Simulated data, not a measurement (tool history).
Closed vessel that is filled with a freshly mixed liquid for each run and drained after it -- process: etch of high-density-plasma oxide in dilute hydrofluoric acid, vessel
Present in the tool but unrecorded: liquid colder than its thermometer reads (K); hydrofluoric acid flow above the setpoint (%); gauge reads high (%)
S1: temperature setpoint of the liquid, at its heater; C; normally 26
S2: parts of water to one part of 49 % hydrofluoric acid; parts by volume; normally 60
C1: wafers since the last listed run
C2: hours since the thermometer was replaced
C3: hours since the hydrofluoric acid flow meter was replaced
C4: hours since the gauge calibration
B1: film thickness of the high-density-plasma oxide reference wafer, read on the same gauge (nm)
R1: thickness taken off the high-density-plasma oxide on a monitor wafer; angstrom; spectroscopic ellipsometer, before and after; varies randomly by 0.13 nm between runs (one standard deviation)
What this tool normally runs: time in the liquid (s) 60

Run 1, hour 0: usual settings; C1 0; C2 610.7; C3 115.6; C4 577.4; B1 30.01. Result: R1 124.4 angstrom.
Run 2, hour 63: usual settings; C1 5346; C2 673.7; C3 178.6; C4 640.4; B1 30.01. Result: R1 123 angstrom.
Run 3, hour 120: usual settings; C1 4837; C2 730.7; C3 235.6; C4 697.4; B1 30.01. Result: R1 121.8 angstrom.
Run 4, hour 148.7: usual settings; C1 2435; C2 759.4; C3 264.3; C4 726.1; B1 30. Result: R1 122.3 angstrom.
Run 5, hour 191.5: usual settings; C1 3632; C2 802.2; C3 307.1; C4 768.9; B1 29.99. Result: R1 118.6 angstrom.
Run 6, hour 224.9: usual settings but S1 23 C; C1 2834; C2 835.6; C3 340.5; C4 802.3; B1 30.01. Result: R1 106.6 angstrom.
Run 7, hour 284.5: usual settings but S2 35 parts by volume, time in the liquid (s) 85; C1 5058; C2 895.2; C3 400.1; C4 861.9; B1 29.99. Result: R1 297.1 angstrom.
Run 8, hour 313.2: usual settings; C1 2435; C2 923.9; C3 428.8; C4 890.6; B1 30.01. Result: R1 119.1 angstrom.
Run 9, hour 342.5: usual settings but S2 50 parts by volume; C1 2486; C2 953.2; C3 458.1; C4 919.9; B1 29.99. Result: R1 143.5 angstrom.
At hour 367.6: thermometer replaced.
Run 10, hour 394.1: usual settings but time in the liquid (s) 75; C1 4294; C2 26.5; C3 509.7; C4 971.5; B1 30.01. Result: R1 163.2 angstrom.
At hour 433.7: gauge calibrated.
At hour 452.5: hydrofluoric acid flow meter replaced.
Run 11, hour 457.8: usual settings; C1 5321; C2 90.2; C3 5.3; C4 24.1; B1 29.98. Result: R1 133.1 angstrom.
Run 12, hour 491.2: usual settings; C1 2834; C2 123.6; C3 38.7; C4 57.5; B1 30.02. Result: R1 131.9 angstrom.
Run 13, hour 536.3: usual settings but S2 70 parts by volume, time in the liquid (s) 90; C1 3827; C2 168.7; C3 83.8; C4 102.6; B1 30. Result: R1 163 angstrom.
Run 14, hour 603.3: usual settings but S1 29 C, time in the liquid (s) 35; C1 5686; C2 235.7; C3 150.8; C4 169.6; B1 30. Result: R1 85.2 angstrom.
Run 15, hour 643.3: usual settings but S1 24.5 C; C1 3394; C2 275.7; C3 190.8; C4 209.6; B1 29.98. Result: R1 119.4 angstrom.
Run 16, hour 703.2: usual settings; C1 5083; C2 335.6; C3 250.7; C4 269.5; B1 29.99. Result: R1 126.2 angstrom.
Run 17, hour 746.3: usual settings but S1 30.5 C, time in the liquid (s) 50; C1 3657; C2 378.7; C3 293.8; C4 312.6; B1 30.02. Result: R1 126.5 angstrom.

Below are 4 alternative next runs, each starting from the tool's condition after run 17. Predict each:
Run A, hour 747: usual settings; C1 59; C2 379.4; C3 294.5; C4 313.3; B1 ?. Result: R1 ?.
Run B, hour 747: usual settings but S2 70 parts by volume, time in the liquid (s) 50; C1 59; C2 379.4; C3 294.5; C4 313.3; B1 ?. Result: R1 ?.
Run C, hour 747: usual settings but S1 30.5 C, S2 50 parts by volume, time in the liquid (s) 70; C1 59; C2 379.4; C3 294.5; C4 313.3; B1 ?. Result: R1 ?.
Run D, hour 747: usual settings but S2 35 parts by volume; C1 59; C2 379.4; C3 294.5; C4 313.3; B1 ?. Result: R1 ?.

run     B1     R1
  A  29.99  124.3
  B  29.99   87.6
  C  29.99  211.4
  D  29.99  220.4
Take away the tool's hidden state, keep each run's random variation, and the runs would have read:
run     R1
  A  132.1
  B   93.1
  C  224.3
  D  234.5
